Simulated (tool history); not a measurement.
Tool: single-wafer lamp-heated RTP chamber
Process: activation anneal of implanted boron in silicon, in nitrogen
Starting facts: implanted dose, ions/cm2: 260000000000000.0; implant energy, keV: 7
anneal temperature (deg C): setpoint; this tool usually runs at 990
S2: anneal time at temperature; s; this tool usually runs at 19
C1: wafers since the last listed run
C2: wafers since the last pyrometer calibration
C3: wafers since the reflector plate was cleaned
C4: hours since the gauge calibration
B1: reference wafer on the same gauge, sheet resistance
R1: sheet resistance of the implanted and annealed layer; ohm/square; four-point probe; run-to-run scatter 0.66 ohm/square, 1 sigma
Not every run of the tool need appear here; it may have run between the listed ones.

run 1 day=0.000 | anneal_temperature_(deg_C)=990 S2=19 | C1=0 C2=4265 C3=844 C4=416.6 | B1=444.07 | R1=436.42
-- day=2.058 pyrometer window cleaned and pyrometer calibrated
run 2 day=8.954 | anneal_temperature_(deg_C)=990 S2=19 | C1=5283 C2=4226 C3=6128 C4=631.5 | B1=444.01 | R1=435.50
-- day=11.438 reflector plate cleaned
run 3 day=11.458 | anneal_temperature_(deg_C)=990 S2=19 | C1=1330 C2=5556 C3=13 C4=691.6 | B1=444.17 | R1=435.12
-- day=13.096 pyrometer window cleaned and pyrometer calibrated
run 4 day=15.738 | anneal_temperature_(deg_C)=990 S2=19 | C1=2418 C2=1617 C3=2432 C4=794.3 | B1=444.02 | R1=432.32
run 5 day=18.642 | anneal_temperature_(deg_C)=990 S2=19 | C1=1779 C2=3397 C3=4211 C4=864.0 | B1=443.88 | R1=433.73
run 6 day=20.571 | anneal_temperature_(deg_C)=990 S2=19 | C1=1182 C2=4579 C3=5394 C4=910.3 | B1=444.10 | R1=433.62
-- day=20.704 gauge calibrated
-- day=22.029 reflector plate cleaned, repeated, since the last time left the tool worse
run 7 day=23.338 | anneal_temperature_(deg_C)=990 S2=19 | C1=1491 C2=6071 C3=801 C4=63.2 | B1=443.99 | R1=436.15
-- day=24.667 pyrometer window cleaned and pyrometer calibrated
run 8 day=24.688 | anneal_temperature_(deg_C)=990 S2=19 | C1=623 C2=13 C3=1424 C4=95.6 | B1=444.06 | R1=435.49
run 9 day=26.700 | anneal_temperature_(deg_C)=990 S2=10 | C1=1233 C2=1247 C3=2657 C4=143.9 | B1=444.03 | R1=438.07
run 10 day=29.504 | anneal_temperature_(deg_C)=990 S2=10 | C1=1718 C2=2965 C3=4376 C4=211.2 | B1=443.96 | R1=437.94
run 11 day=31.642 | anneal_temperature_(deg_C)=990 S2=10 | C1=1309 C2=4275 C3=5686 C4=262.5 | B1=443.93 | R1=438.01
run 12 day=33.988 | anneal_temperature_(deg_C)=999 S2=12 | C1=1437 C2=5713 C3=7123 C4=318.8 | B1=444.23 | R1=435.09
-- day=35.738 reflector plate cleaned
-- day=35.788 pyrometer window cleaned and pyrometer calibrated
run 13 day=36.771 | anneal_temperature_(deg_C)=965 S2=14 | C1=1471 C2=602 C3=602 C4=385.6 | B1=443.91 | R1=454.41
run 14 day=38.329 | anneal_temperature_(deg_C)=990 S2=19 | C1=955 C2=1557 C3=1557 C4=423.0 | B1=443.88 | R1=435.81
run 15 day=41.162 | anneal_temperature_(deg_C)=975 S2=29 | C1=1736 C2=3294 C3=3294 C4=491.0 | B1=444.02 | R1=438.69
run 16 day=42.575 | anneal_temperature_(deg_C)=1009 S2=27 | C1=865 C2=4159 C3=4159 C4=524.9 | B1=444.08 | R1=430.02
run 17 day=44.471 | anneal_temperature_(deg_C)=1015 S2=9 | C1=1161 C2=5321 C3=5321 C4=570.4 | B1=443.91 | R1=434.47
-- day=44.808 pyrometer window cleaned and pyrometer calibrated
run 18 day=45.688 | anneal_temperature_(deg_C)=969 S2=19 | C1=541 C2=537 C3=5863 C4=599.6 | B1=444.01 | R1=444.05
run 19 day=47.396 | anneal_temperature_(deg_C)=990 S2=19 | C1=1046 C2=1584 C3=6910 C4=640.6 | B1=443.80 | R1=435.74
run 20 day=49.133 | anneal_temperature_(deg_C)=1017 S2=19 | C1=1064 C2=2649 C3=7974 C4=682.3 | B1=444.16 | R1=429.29
-- day=50.175 reflector plate cleaned
run 21 day=50.625 | anneal_temperature_(deg_C)=977 S2=14 | C1=709 C2=3359 C3=274 C4=718.1 | B1=443.97 | R1=444.32
run 22 day=51.921 | anneal_temperature_(deg_C)=990 S2=19 | C1=794 C2=4153 C3=1068 C4=749.2 | B1=444.15 | R1=436.44

Some steps in R1 between neighbouring runs. How much of each would the tool show without its hidden state too (settings, what came in, random variation), and how much is left for the hidden state, with any gauge scatter that isn't in both results?
What the log doesn't record here: true wafer temperature minus pyrometer reading, K; wafer temperature error from the tarnished reflector plate, K; gauge reads high (%).
Run 6 -> 7: gauge calibrated, reflector plate cleaned, repeated, since the last time left the tool worse. R1 +2.53 ohm/square: hidden state +2.53, all else +0.00.
Run 12 -> 13: anneal temperature (deg C) 999 -> 965, S2 12 -> 14, reflector plate cleaned, pyrometer window cleaned and pyrometer calibrated. R1 +19.32 ohm/square: hidden state -0.53, all else +19.85.
Run 13 -> 14: anneal temperature (deg C) 965 -> 990, S2 14 -> 19. R1 -18.60 ohm/square: hidden state +0.86, all else -19.46.
Run 17 -> 18: anneal temperature (deg C) 1015 -> 969, S2 9 -> 19, pyrometer window cleaned and pyrometer calibrated. R1 +9.58 ohm/square: hidden state -2.96, all else +12.54.
